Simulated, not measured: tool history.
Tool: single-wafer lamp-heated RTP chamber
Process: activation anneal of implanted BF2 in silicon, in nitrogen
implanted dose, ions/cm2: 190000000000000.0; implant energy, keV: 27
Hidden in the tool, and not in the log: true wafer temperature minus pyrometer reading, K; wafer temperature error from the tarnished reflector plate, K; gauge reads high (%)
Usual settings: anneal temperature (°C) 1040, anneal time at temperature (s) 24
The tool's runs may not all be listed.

run,hour,anneal temperature (°C),anneal time at temperature (s),wafers since the last listed run,wafers since the last pyrometer calibration,wafers since the reflector plate was cleaned,hours since the gauge calibration,"read-back reference wafer on the same gauge, sheet resistance",sheet resistance of the implanted and annealed layer (ohm/square)
1,0.0,1040,24,0,459,6457,1175.1,537.59,574.90
# hour 5.0: gauge calibrated
2,84.3,1040,24,834,1293,7292,79.3,532.28,573.02
3,146.2,1040,24,612,1906,7905,141.2,532.49,573.07
4,240.4,1040,24,932,2839,8837,235.4,532.85,571.47
5,311.5,1040,24,703,3543,9541,306.5,532.98,573.39
6,367.3,1040,14,552,4095,10094,362.3,533.49,575.78
7,426.5,1040,14,586,4682,10680,421.5,534.04,578.35
8,526.1,1040,14,986,5668,11666,521.1,534.59,578.32
9,563.8,1040,24,373,6041,12039,558.8,534.40,572.90
# hour 620.1: reflector plate cleaned
# hour 798.7: pyrometer window cleaned and pyrometer calibrated
10,845.9,1040,24,2634,467,2156,840.9,535.75,575.90
11,935.9,1040,24,891,1358,3047,930.9,535.98,574.61
12,999.9,1068,29,633,1992,3681,994.9,536.39,566.18
13,1085.3,1040,24,845,2837,4526,1080.3,537.03,575.03
14,1174.6,1040,24,884,3721,5410,1169.6,537.23,575.77
# hour 1213.4: gauge calibrated
15,1215.1,1018,24,400,4122,5811,1.7,532.26,573.61
16,1254.7,1028,24,392,4514,6203,41.3,532.22,572.75
17,1297.5,1040,36,423,4938,6627,84.1,532.53,565.76
18,1378.2,1040,24,799,5737,7426,164.8,533.11,569.98
19,1428.0,1016,13,493,6230,7919,214.6,533.02,579.35
20,1506.9,1052,24,781,7011,8701,293.5,533.50,570.56
21,1585.8,1068,17,781,7793,9482,372.4,533.90,571.48
22,1638.3,1022,14,519,8312,10001,424.9,534.25,580.04
23,1691.6,1010,24,527,8840,10529,478.2,534.35,577.83

Measured less the same run without the tool's hidden state. The same run-to-run variation is in both; the gauge's scatter may not be:
run,sheet resistance of the implanted and annealed layer (ohm/square)
1,+5.02
2,-0.81
3,-0.50
4,-0.03
5,+0.32
6,+0.60
7,+0.90
8,+1.40
9,+1.57
10,+2.98
11,+3.41
12,+3.68
13,+4.15
14,+4.60
15,-0.94
16,-0.73
17,-0.52
18,-0.12
19,+0.13
20,+0.52
21,+0.91
22,+1.18
23,+1.45
